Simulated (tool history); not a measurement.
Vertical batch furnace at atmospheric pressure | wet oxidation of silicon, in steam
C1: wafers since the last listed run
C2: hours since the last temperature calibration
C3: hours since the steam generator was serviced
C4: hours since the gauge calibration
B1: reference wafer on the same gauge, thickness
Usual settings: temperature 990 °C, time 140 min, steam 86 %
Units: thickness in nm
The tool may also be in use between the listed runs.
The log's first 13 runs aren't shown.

Run 14, hour 792.9: usual settings but temperature 1006 °C; C1 389; C2 1487; C3 1169.7; C4 2901.2; B1 726.21. Result: thickness 743.37 nm.
Run 15, hour 859.5: usual settings but temperature 1006 °C; C1 543; C2 1553.6; C3 1236.3; C4 2967.8; B1 725.54. Result: thickness 742.79 nm.
Run 16, hour 901.5: usual settings; C1 342; C2 1595.6; C3 1278.3; C4 3009.8; B1 725.97. Result: thickness 687.82 nm.
Run 17, hour 1005.1: usual settings but steam 95 %; C1 845; C2 1699.2; C3 1381.9; C4 3113.4; B1 725.56. Result: thickness 733.17 nm.
Run 18, hour 1095.8: usual settings but steam 95 %; C1 740; C2 1789.9; C3 1472.6; C4 3204.1; B1 726.3. Result: thickness 728.26 nm.
Run 19, hour 1141: usual settings; C1 369; C2 1835.1; C3 1517.8; C4 3249.3; B1 725.89. Result: thickness 690.11 nm.
Run 20, hour 1184.5: usual settings but temperature 1001 °C; C1 355; C2 1878.6; C3 1561.3; C4 3292.8; B1 726.12. Result: thickness 729.03 nm.
At hour 1245.1: steam generator serviced.
Run 21, hour 1245.6: usual settings but temperature 1015 °C, steam 97 %; C1 302; C2 1939.7; C3 0.5; C4 3353.9; B1 725.6. Result: thickness 820.62 nm.
At hour 1421.1: gauge calibrated.
Run 22, hour 1490.7: usual settings but steam 92 %; C1 2001; C2 2184.8; C3 245.6; C4 69.6; B1 726.71. Result: thickness 718.26 nm.
Run 23, hour 1567: usual settings but steam 89 %; C1 623; C2 2261.1; C3 321.9; C4 145.9; B1 726.3. Result: thickness 704.37 nm.
Run 24, hour 1652.2: usual settings but time 94.5 min; C1 695; C2 2346.3; C3 407.1; C4 231.1; B1 726.94. Result: thickness 547.96 nm.
Run 25, hour 1719.8: usual settings but temperature 977 °C, time 76.5 min, steam 77 %; C1 551; C2 2413.9; C3 474.7; C4 298.7; B1 725.56. Result: thickness 418.65 nm.
Run 26, hour 1798.1: usual settings but temperature 1006 °C, time 94.5 min; C1 639; C2 2492.2; C3 553; C4 377; B1 726.43. Result: thickness 594.31 nm.

The next listed run, before its measurement:
At hour 1822.9: thermocouples replaced and temperature profile calibrated.
Run 27, hour 1858.5: usual settings but temperature 1010 °C, time 71 min, steam 75 %; C1 297; C2 35.6; C3 613.4; C4 437.4; B1 ?. Result: thickness ?.

{"run 27": {"B1": 726.18, "thickness": 462.32}}
Without the tool's hidden state the same run would have given thickness 461.4 nm.
